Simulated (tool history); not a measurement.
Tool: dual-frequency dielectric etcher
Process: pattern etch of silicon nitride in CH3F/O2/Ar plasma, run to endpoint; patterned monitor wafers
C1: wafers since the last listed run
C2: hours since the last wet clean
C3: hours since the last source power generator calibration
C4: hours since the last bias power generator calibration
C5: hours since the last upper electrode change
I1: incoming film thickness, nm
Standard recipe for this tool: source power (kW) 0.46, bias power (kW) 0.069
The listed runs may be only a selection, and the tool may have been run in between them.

{"run": 1, "hour": 0.0, "source power (kW)": 0.46, "bias power (kW)": 0.062, "C1": 0, "C2": 602.8, "C3": 1704.7, "C4": 2800.6, "C5": 2367, "I1": 47.56, "endpoint time (s)": 60.1}
{"hour": 28.5, "done": "wet clean of the chamber"}
{"run": 2, "hour": 104.1, "source power (kW)": 0.46, "bias power (kW)": 0.069, "C1": 680, "C2": 75.6, "C3": 1808.8, "C4": 2904.7, "C5": 2471.1, "I1": 47.85, "endpoint time (s)": 60.3}
{"run": 3, "hour": 206.7, "source power (kW)": 0.46, "bias power (kW)": 0.069, "C1": 871, "C2": 178.2, "C3": 1911.4, "C4": 3007.3, "C5": 2573.7, "I1": 47.16, "endpoint time (s)": 58.9}
{"run": 4, "hour": 300.3, "source power (kW)": 0.46, "bias power (kW)": 0.069, "C1": 795, "C2": 271.8, "C3": 2005, "C4": 3100.9, "C5": 2667.3, "I1": 47.48, "endpoint time (s)": 59}
{"run": 5, "hour": 388.6, "source power (kW)": 0.46, "bias power (kW)": 0.069, "C1": 750, "C2": 360.1, "C3": 2093.3, "C4": 3189.2, "C5": 2755.6, "I1": 47.1, "endpoint time (s)": 58.5}
{"run": 6, "hour": 452.1, "source power (kW)": 0.46, "bias power (kW)": 0.069, "C1": 539, "C2": 423.6, "C3": 2156.8, "C4": 3252.7, "C5": 2819.1, "I1": 47.24, "endpoint time (s)": 58.5}
{"run": 7, "hour": 512.8, "source power (kW)": 0.46, "bias power (kW)": 0.069, "C1": 515, "C2": 484.3, "C3": 2217.5, "C4": 3313.4, "C5": 2879.8, "I1": 46.85, "endpoint time (s)": 58.1}
{"hour": 549.1, "done": "wet clean of the chamber"}
{"run": 8, "hour": 610.2, "source power (kW)": 0.46, "bias power (kW)": 0.069, "C1": 623, "C2": 61.1, "C3": 2314.9, "C4": 3410.8, "C5": 2977.2, "I1": 47.2, "endpoint time (s)": 59.7}
{"run": 9, "hour": 686.3, "source power (kW)": 0.46, "bias power (kW)": 0.069, "C1": 646, "C2": 137.2, "C3": 2391, "C4": 3486.9, "C5": 3053.3, "I1": 46.99, "endpoint time (s)": 59.2}
{"run": 10, "hour": 733.2, "source power (kW)": 0.46, "bias power (kW)": 0.069, "C1": 398, "C2": 184.1, "C3": 2437.9, "C4": 3533.8, "C5": 3100.2, "I1": 47.55, "endpoint time (s)": 60}
{"run": 11, "hour": 827.6, "source power (kW)": 0.46, "bias power (kW)": 0.069, "C1": 802, "C2": 278.5, "C3": 2532.3, "C4": 3628.2, "C5": 3194.6, "I1": 47.53, "endpoint time (s)": 59.6}
{"run": 12, "hour": 966.5, "source power (kW)": 0.46, "bias power (kW)": 0.069, "C1": 1180, "C2": 417.4, "C3": 2671.2, "C4": 3767.1, "C5": 3333.5, "I1": 46.74, "endpoint time (s)": 58.1}
{"run": 13, "hour": 1062.7, "source power (kW)": 0.46, "bias power (kW)": 0.063, "C1": 817, "C2": 513.6, "C3": 2767.4, "C4": 3863.3, "C5": 3429.7, "I1": 46.95, "endpoint time (s)": 59.7}
{"run": 14, "hour": 1101.7, "source power (kW)": 0.46, "bias power (kW)": 0.063, "C1": 331, "C2": 552.6, "C3": 2806.4, "C4": 3902.3, "C5": 3468.7, "I1": 47.44, "endpoint time (s)": 59.8}
{"hour": 1174.2, "done": "wet clean of the chamber"}
{"run": 15, "hour": 1198.1, "source power (kW)": 0.46, "bias power (kW)": 0.069, "C1": 615, "C2": 23.9, "C3": 2902.8, "C4": 3998.7, "C5": 3565.1, "I1": 47.75, "endpoint time (s)": 59.9}
{"run": 16, "hour": 1268.1, "source power (kW)": 0.46, "bias power (kW)": 0.069, "C1": 594, "C2": 93.9, "C3": 2972.8, "C4": 4068.7, "C5": 3635.1, "I1": 47.47, "endpoint time (s)": 59.7}
{"hour": 1298.0, "done": "source power generator calibrated"}
{"hour": 1337.4, "done": "upper electrode replaced"}
{"run": 17, "hour": 1351.2, "source power (kW)": 0.46, "bias power (kW)": 0.069, "C1": 468, "C2": 177, "C3": 53.2, "C4": 4151.8, "C5": 13.8, "I1": 47.59, "endpoint time (s)": 60.7}
{"hour": 1423.5, "done": "bias power generator calibrated"}
{"run": 18, "hour": 1424.0, "source power (kW)": 0.5, "bias power (kW)": 0.056, "C1": 584, "C2": 249.8, "C3": 126, "C4": 0.5, "C5": 86.6, "I1": 47.41, "endpoint time (s)": 61.2}
{"run": 19, "hour": 1491.8, "source power (kW)": 0.56, "bias power (kW)": 0.061, "C1": 576, "C2": 317.6, "C3": 193.8, "C4": 68.3, "C5": 154.4, "I1": 47.42, "endpoint time (s)": 58}
{"run": 20, "hour": 1595.7, "source power (kW)": 0.41, "bias power (kW)": 0.085, "C1": 883, "C2": 421.5, "C3": 297.7, "C4": 172.2, "C5": 258.3, "I1": 47.36, "endpoint time (s)": 58.7}
{"run": 21, "hour": 1663.7, "source power (kW)": 0.46, "bias power (kW)": 0.055, "C1": 577, "C2": 489.5, "C3": 365.7, "C4": 240.2, "C5": 326.3, "I1": 47.51, "endpoint time (s)": 62.4}
{"run": 22, "hour": 1708.1, "source power (kW)": 0.46, "bias power (kW)": 0.069, "C1": 377, "C2": 533.9, "C3": 410.1, "C4": 284.6, "C5": 370.7, "I1": 47.45, "endpoint time (s)": 59.1}
{"hour": 1828.3, "done": "wet clean of the chamber"}
{"run": 23, "hour": 1871.6, "source power (kW)": 0.39, "bias power (kW)": 0.061, "C1": 1185, "C2": 43.3, "C3": 573.6, "C4": 448.1, "C5": 534.2, "I1": 47.83, "endpoint time (s)": 65.2}
{"run": 24, "hour": 1953.7, "source power (kW)": 0.5, "bias power (kW)": 0.063, "C1": 697, "C2": 125.4, "C3": 655.7, "C4": 530.2, "C5": 616.3, "I1": 47.13, "endpoint time (s)": 58.7}
{"run": 25, "hour": 1991.0, "source power (kW)": 0.46, "bias power (kW)": 0.069, "C1": 317, "C2": 162.7, "C3": 693, "C4": 567.5, "C5": 653.6, "I1": 47.15, "endpoint time (s)": 59}
{"run": 26, "hour": 2027.5, "source power (kW)": 0.35, "bias power (kW)": 0.085, "C1": 310, "C2": 199.2, "C3": 729.5, "C4": 604, "C5": 690.1, "I1": 46.97, "endpoint time (s)": 60.6}
{"run": 27, "hour": 2127.7, "source power (kW)": 0.39, "bias power (kW)": 0.064, "C1": 851, "C2": 299.4, "C3": 829.7, "C4": 704.2, "C5": 790.3, "I1": 47.64, "endpoint time (s)": 63.7}
{"run": 28, "hour": 2211.6, "source power (kW)": 0.46, "bias power (kW)": 0.084, "C1": 713, "C2": 383.3, "C3": 913.6, "C4": 788.1, "C5": 874.2, "I1": 47.13, "endpoint time (s)": 56.1}
{"run": 29, "hour": 2252.7, "source power (kW)": 0.46, "bias power (kW)": 0.074, "C1": 349, "C2": 424.4, "C3": 954.7, "C4": 829.2, "C5": 915.3, "I1": 47.27, "endpoint time (s)": 57.9}
{"hour": 2332.3, "done": "wet clean of the chamber"}
{"run": 30, "hour": 2332.8, "source power (kW)": 0.39, "bias power (kW)": 0.062, "C1": 476, "C2": 0.5, "C3": 1034.8, "C4": 909.3, "C5": 995.4, "I1": 46.82, "endpoint time (s)": 63.7}
{"run": 31, "hour": 2408.0, "source power (kW)": 0.34, "bias power (kW)": 0.064, "C1": 639, "C2": 75.7, "C3": 1110, "C4": 984.5, "C5": 1070.6, "I1": 47.22, "endpoint time (s)": 66.2}
{"run": 32, "hour": 2489.7, "source power (kW)": 0.37, "bias power (kW)": 0.054, "C1": 694, "C2": 157.4, "C3": 1191.7, "C4": 1066.2, "C5": 1152.3, "I1": 47.22, "endpoint time (s)": 67.1}
{"run": 33, "hour": 2574.3, "source power (kW)": 0.46, "bias power (kW)": 0.069, "C1": 719, "C2": 242, "C3": 1276.3, "C4": 1150.8, "C5": 1236.9, "I1": 46.88, "endpoint time (s)": 58.4}
{"run": 34, "hour": 2634.8, "source power (kW)": 0.49, "bias power (kW)": 0.081, "C1": 514, "C2": 302.5, "C3": 1336.8, "C4": 1211.3, "C5": 1297.4, "I1": 47.45, "endpoint time (s)": 55.6}

Measured less the same run without the tool's hidden state. The same run-to-run variation is in both; the gauge's scatter may not be:
The tool's hidden condition here consists of: etch rate over this chamber's usual, %; source power that arrives over what is set, %; bias power that arrives over what is set, %.
run=1 endpoint_time_(s)=-2.1
run=2 endpoint_time_(s)=-1
run=3 endpoint_time_(s)=-1.3
run=4 endpoint_time_(s)=-1.5
run=5 endpoint_time_(s)=-1.7
run=6 endpoint_time_(s)=-1.8
run=7 endpoint_time_(s)=-1.9
run=8 endpoint_time_(s)=-0.8
run=9 endpoint_time_(s)=-1
run=10 endpoint_time_(s)=-1.1
run=11 endpoint_time_(s)=-1.3
run=12 endpoint_time_(s)=-1.7
run=13 endpoint_time_(s)=-1.9
run=14 endpoint_time_(s)=-2
run=15 endpoint_time_(s)=-0.7
run=16 endpoint_time_(s)=-0.9
run=17 endpoint_time_(s)=-0.3
run=18 endpoint_time_(s)=-0.6
run=19 endpoint_time_(s)=-0.7
run=20 endpoint_time_(s)=-1.1
run=21 endpoint_time_(s)=-1.3
run=22 endpoint_time_(s)=-1.3
run=23 endpoint_time_(s)=-1
run=24 endpoint_time_(s)=-1.1
run=25 endpoint_time_(s)=-1.2
run=26 endpoint_time_(s)=-1.3
run=27 endpoint_time_(s)=-1.7
run=28 endpoint_time_(s)=-1.7
run=29 endpoint_time_(s)=-1.8
run=30 endpoint_time_(s)=-0.9
run=31 endpoint_time_(s)=-1.1
run=32 endpoint_time_(s)=-1.3
run=33 endpoint_time_(s)=-1.4
run=34 endpoint_time_(s)=-1.5
